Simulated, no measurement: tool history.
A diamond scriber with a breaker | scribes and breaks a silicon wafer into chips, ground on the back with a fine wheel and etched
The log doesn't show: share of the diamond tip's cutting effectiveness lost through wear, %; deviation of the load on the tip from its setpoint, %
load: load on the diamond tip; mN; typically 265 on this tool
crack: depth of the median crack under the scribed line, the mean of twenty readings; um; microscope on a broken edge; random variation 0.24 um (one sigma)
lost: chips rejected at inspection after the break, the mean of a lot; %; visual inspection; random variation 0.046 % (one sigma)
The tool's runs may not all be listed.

run     day  load  wafers since the last listed run  hours since the diamond tip was replaced  hours since the load on the tip was calibrated  incoming depth of the damage left on the back of the incoming wafer, um  crack   lost
  1   0.000   265                                 0                                     713.1                                           433.8                                                                     0.50  13.70   1.67
  2   1.279   265                                81                                     743.8                                           464.5                                                                     0.51  13.69   1.87
  3   1.779   265                                31                                     755.8                                           476.5                                                                     0.42  13.63   2.07
  4   3.079   265                                82                                     787.0                                           507.7                                                                     0.45  13.54   2.24
  5   4.388   265                                82                                     818.4                                           539.1                                                                     0.69  13.24   2.50
  6   5.479   265                                69                                     844.6                                           565.3                                                                     0.79  12.95   2.35
  7   6.550   308                                67                                     870.3                                           591.0                                                                     0.39  14.15   0.77
  8   7.192   265                                40                                     885.7                                           606.4                                                                     0.43  12.88   3.01
  9   7.942   265                                47                                     903.7                                           624.4                                                                     0.56  12.70   3.09
 10   8.462   265                                33                                     916.2                                           636.9                                                                     0.32  13.53   3.20
 11   9.567   265                                69                                     942.7                                           663.4                                                                     0.49  13.22   3.78
 12  10.350   209                                49                                     961.5                                           682.2                                                                     0.57  11.12  18.02
 13  11.271   209                                58                                     983.6                                           704.3                                                                     0.31  11.10  17.77
 14  12.700   323                                90                                    1017.9                                           738.6                                                                     0.63  14.57   0.78
     12.846  -- load on the tip recalibrated
 15  13.904   230                                71                                    1046.8                                            25.4                                                                     0.45  11.55  13.02
 16  14.725   339                                52                                    1066.5                                            45.1                                                                     0.45  15.12   0.90

The next listed run, before its measurement:
 17  15.904   192                                74                                    1094.8                                            73.4                                                                     0.66      ?     ?

crack: 10.44 um
lost: 24.41 %
Had the tool carried no hidden state, the very same run would have given crack 11.89 um, lost 9.66 %.

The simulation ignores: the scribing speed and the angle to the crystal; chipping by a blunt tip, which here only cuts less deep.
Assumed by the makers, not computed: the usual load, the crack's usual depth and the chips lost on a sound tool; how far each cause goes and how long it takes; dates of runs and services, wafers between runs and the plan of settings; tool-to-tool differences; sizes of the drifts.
